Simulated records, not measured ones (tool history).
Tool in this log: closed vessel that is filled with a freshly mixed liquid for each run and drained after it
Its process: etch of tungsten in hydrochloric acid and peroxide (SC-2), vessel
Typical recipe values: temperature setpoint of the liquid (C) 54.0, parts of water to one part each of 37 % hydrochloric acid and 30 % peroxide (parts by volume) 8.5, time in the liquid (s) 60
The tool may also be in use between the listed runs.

run	day	temperature setpoint of the liquid (C)	parts of water to one part each of 37 % hydrochloric acid and 30 % peroxide (parts by volume)	time in the liquid (s)	wafers since the last listed run	hours since the thermometer was replaced	hours since the chemicals flow meter was replaced	hours since the drum of peroxide was connected	hours since the gauge calibration	read-back film thickness of the tungsten reference wafer, read on the same gauge (nm)	thickness taken off the tungsten on a monitor wafer (nm)
1	0.000	54.0	8.5	60	0	2060.9	164.2	466.0	485.5	49.98	21.78
2	2.600	54.0	7.0	60	5874	2123.3	226.6	528.4	547.9	49.99	25.52
3	6.438	54.0	6.5	60	8670	2215.4	318.7	620.5	640.0	50.00	27.04
4	8.638	54.0	9.5	75	4970	2268.2	371.5	673.3	692.8	50.03	24.71
5	12.125	54.0	8.5	75	7879	2351.9	455.2	757.0	776.5	50.01	26.92
6	14.425	54.0	8.5	75	5196	2407.1	510.4	812.2	831.7	49.98	27.19
7	17.088	54.0	8.5	75	6015	2471.0	574.3	876.1	895.6	50.01	27.11
8	20.675	54.0	8.5	60	8105	2557.1	660.4	962.2	981.7	50.00	21.72
# day 21.158: chemicals flow meter replaced
9	23.604	54.0	10.0	60	6524	2627.4	58.7	1032.5	1052.0	50.00	18.91
10	26.771	59.5	8.5	60	7154	2703.4	134.7	1108.5	1128.0	50.00	30.19
# day 28.817: thermometer replaced
11	29.188	54.0	8.5	60	5366	8.9	192.7	1166.5	1186.0	50.00	21.36
12	33.062	54.0	10.0	60	8755	101.9	285.7	1259.5	1279.0	50.01	18.71
13	36.342	54.0	7.0	80	7408	180.6	364.4	1338.2	1357.7	49.99	33.08
14	40.271	54.0	8.5	60	8877	274.9	458.7	1432.5	1452.0	50.00	21.25
15	42.104	62.5	7.5	60	4142	318.9	502.7	1476.5	1496.0	49.97	39.99
16	44.058	45.0	9.5	80	4415	365.8	549.6	1523.4	1542.9	50.02	14.09
# day 46.279: chemicals flow meter replaced
17	48.221	54.0	11.0	30	9310	465.7	46.6	1623.3	1642.8	50.02	8.54
# day 50.283: gauge calibrated
# day 51.842: new drum of peroxide connected
18	52.029	54.0	8.5	45	8510	557.1	138.0	4.5	41.9	49.99	16.55
19	54.042	63.5	11.0	85	4547	605.4	186.3	52.8	90.2	49.97	46.09
20	55.842	54.0	6.0	85	4066	648.6	229.5	96.0	133.4	50.01	40.86
21	58.850	60.0	5.5	75	6797	720.8	301.7	168.2	205.6	50.02	56.09
22	60.471	45.5	6.5	60	3662	759.7	340.6	207.1	244.5	50.01	15.46
23	64.842	57.5	7.0	90	9875	864.6	445.5	312.0	349.4	49.99	48.15

What if the next run were any one of these 3? Each begins from the tool's condition after run 23:
A	64.871	54.0	8.5	70	65	865.3	446.2	312.7	350.1	?	?
B	64.871	61.5	12.0	45	65	865.3	446.2	312.7	350.1	?	?
C	64.871	54.0	10.0	40	65	865.3	446.2	312.7	350.1	?	?

run	read-back film thickness of the tungsten reference wafer, read on the same gauge (nm)	thickness taken off the tungsten on a monitor wafer (nm)
A	50.02	25.49
B	50.02	19.80
C	50.02	12.74
With no hidden state in the tool, these same runs would have given:
run	thickness taken off the tungsten on a monitor wafer (nm)
A	25.86
B	20.09
C	12.93
